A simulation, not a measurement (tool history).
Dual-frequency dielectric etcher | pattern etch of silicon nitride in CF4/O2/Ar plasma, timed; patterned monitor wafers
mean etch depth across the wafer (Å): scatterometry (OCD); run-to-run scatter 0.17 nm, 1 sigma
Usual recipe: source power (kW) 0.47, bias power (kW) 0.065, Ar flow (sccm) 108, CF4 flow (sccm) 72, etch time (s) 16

| run | hour | source power (kW) | bias power (kW) | Ar flow (sccm) | CF4 flow (sccm) | etch time (s) | read-back reference wafer on the same gauge, depth_nm | mean etch depth across the wafer (Å) |
|---|---|---|---|---|---|---|---|---|
| 1 | 0 | 0.55 | 0.065 | 83 | 62 | 19.5 | 32.48 | 398.5 |
|  | 14.8 | source power generator calibrated |
| 2 | 16.8 | 0.38 | 0.072 | 108 | 62 | 16 | 32.48 | 289.2 |
| 3 | 28 | 0.47 | 0.073 | 108 | 72 | 16 | 32.54 | 319.1 |
| 4 | 37.2 | 0.4 | 0.065 | 108 | 78 | 21 | 32.51 | 373.1 |
| 5 | 43.3 | 0.59 | 0.055 | 128 | 72 | 14.5 | 32.51 | 272 |
| 6 | 50.9 | 0.54 | 0.075 | 108 | 72 | 16 | 32.5 | 349.7 |
| 7 | 63.7 | 0.47 | 0.074 | 108 | 72 | 16 | 32.5 | 327.3 |
| 8 | 79.1 | 0.47 | 0.065 | 133 | 72 | 14.5 | 32.46 | 270.2 |
|  | 107.3 | upper electrode replaced |
| 9 | 107.8 | 0.47 | 0.065 | 108 | 72 | 16 | 32.48 | 304.6 |
| 10 | 108.2 | 0.47 | 0.065 | 108 | 72 | 16 | 32.5 | 302.2 |
| 11 | 114.2 | 0.47 | 0.065 | 108 | 72 | 16 | 32.51 | 300.4 |
|  | 122.2 | gauge calibrated |
| 12 | 122.9 | 0.54 | 0.075 | 108 | 72 | 16 | 32.46 | 350.3 |
| 13 | 137.4 | 0.47 | 0.065 | 108 | 72 | 18 | 32.51 | 344.6 |
| 14 | 147.5 | 0.43 | 0.065 | 115 | 72 | 16 | 32.5 | 295.4 |
| 15 | 179.9 | 0.52 | 0.065 | 108 | 72 | 16 | 32.48 | 318.7 |
| 16 | 193 | 0.47 | 0.053 | 108 | 72 | 13.5 | 32.54 | 234.1 |
| 17 | 206.5 | 0.47 | 0.065 | 108 | 72 | 16 | 32.45 | 307.4 |
| 18 | 221.5 | 0.57 | 0.054 | 108 | 72 | 16 | 32.5 | 303.5 |
| 19 | 239.5 | 0.47 | 0.079 | 108 | 82 | 19.5 | 32.51 | 424.9 |
| 20 | 256.9 | 0.47 | 0.065 | 108 | 72 | 16 | 32.47 | 308.6 |

Below are 5 alternative next runs, each starting from the tool's condition after run 20. Predict each:
| A | 257.3 | 0.47 | 0.065 | 108 | 84 | 16 | ? | ? |
| B | 257.3 | 0.47 | 0.076 | 108 | 64 | 12 | ? | ? |
| C | 257.3 | 0.47 | 0.065 | 117 | 72 | 16 | ? | ? |
| D | 257.3 | 0.47 | 0.081 | 108 | 72 | 16 | ? | ? |
| E | 257.3 | 0.47 | 0.074 | 108 | 65 | 13.5 | ? | ? |

| run | read-back reference wafer on the same gauge, depth_nm | mean etch depth across the wafer (Å) |
|---|---|---|
| A | 32.51 | 313.3 |
| B | 32.51 | 249.1 |
| C | 32.51 | 306 |
| D | 32.51 | 347.5 |
| E | 32.51 | 276.6 |
Had the tool no hidden state, the same runs would have come out as:
| run | mean etch depth across the wafer (Å) |
|---|---|
| A | 304 |
| B | 241.7 |
| C | 296.9 |
| D | 337.1 |
| E | 268.4 |
